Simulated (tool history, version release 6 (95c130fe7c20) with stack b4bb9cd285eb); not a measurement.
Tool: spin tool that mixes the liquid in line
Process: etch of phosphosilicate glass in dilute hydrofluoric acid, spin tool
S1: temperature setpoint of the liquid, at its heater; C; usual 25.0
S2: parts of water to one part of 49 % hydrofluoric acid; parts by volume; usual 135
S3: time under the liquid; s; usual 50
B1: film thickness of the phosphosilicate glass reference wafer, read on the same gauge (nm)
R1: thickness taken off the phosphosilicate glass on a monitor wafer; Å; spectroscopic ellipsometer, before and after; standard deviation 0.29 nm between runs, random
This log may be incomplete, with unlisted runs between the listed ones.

run   hour    S1   S2  S3     B1     R1
  1    0.0  25.0  135  50  70.02  349.9
  2   15.2  25.0  135  50  70.01  347.9
  3   28.3  28.5  135  50  70.00  405.1
  4   41.4  25.0  135  50  69.97  349.4
  5   67.5  25.0  135  50  70.03  348.3
      71.2  -- gauge calibrated
  6   74.7  25.0  135  50  70.00  341.5
      77.0  -- thermometer replaced
      81.7  -- hydrofluoric acid flow meter replaced
  7   90.9  25.0  135  50  70.03  390.5
  8  103.0  25.0  135  50  69.98  388.0
  9  115.7  25.0  135  50  69.99  390.0
 10  124.8  22.5  135  50  69.99  349.8
 11  133.4  25.0  135  50  69.96  382.4
 12  139.4  25.0  135  50  70.01  387.5
 13  150.2  25.0  135  25  70.04  193.3
 14  162.0  25.0  135  50  70.00  388.6
 15  169.7  23.0   90  50  69.95  564.1
 16  179.4  27.0  135  50  70.00  407.7
 17  187.6  27.5  195  25  70.06  133.6
 18  202.3  26.5  180  40  70.03  228.9

What if the next run were any one of these 4? Each begins from the tool's condition after run 18:
  A  202.7  25.0  135  50   ?   ?
  B  202.7  27.5  195  50   ?   ?
  C  202.7  28.0  110  65   ?   ?
  D  202.7  23.5  200  60   ?   ?

run     B1     R1
  A  69.97  377.9
  B  69.97  266.8
  C  69.97  697.9
  D  69.97  268.5
The same runs, with their run-to-run variation unchanged, on a tool lacking any hidden condition would have given:
run     R1
  A  391.8
  B  277.2
  C  723.2
  D  278.8

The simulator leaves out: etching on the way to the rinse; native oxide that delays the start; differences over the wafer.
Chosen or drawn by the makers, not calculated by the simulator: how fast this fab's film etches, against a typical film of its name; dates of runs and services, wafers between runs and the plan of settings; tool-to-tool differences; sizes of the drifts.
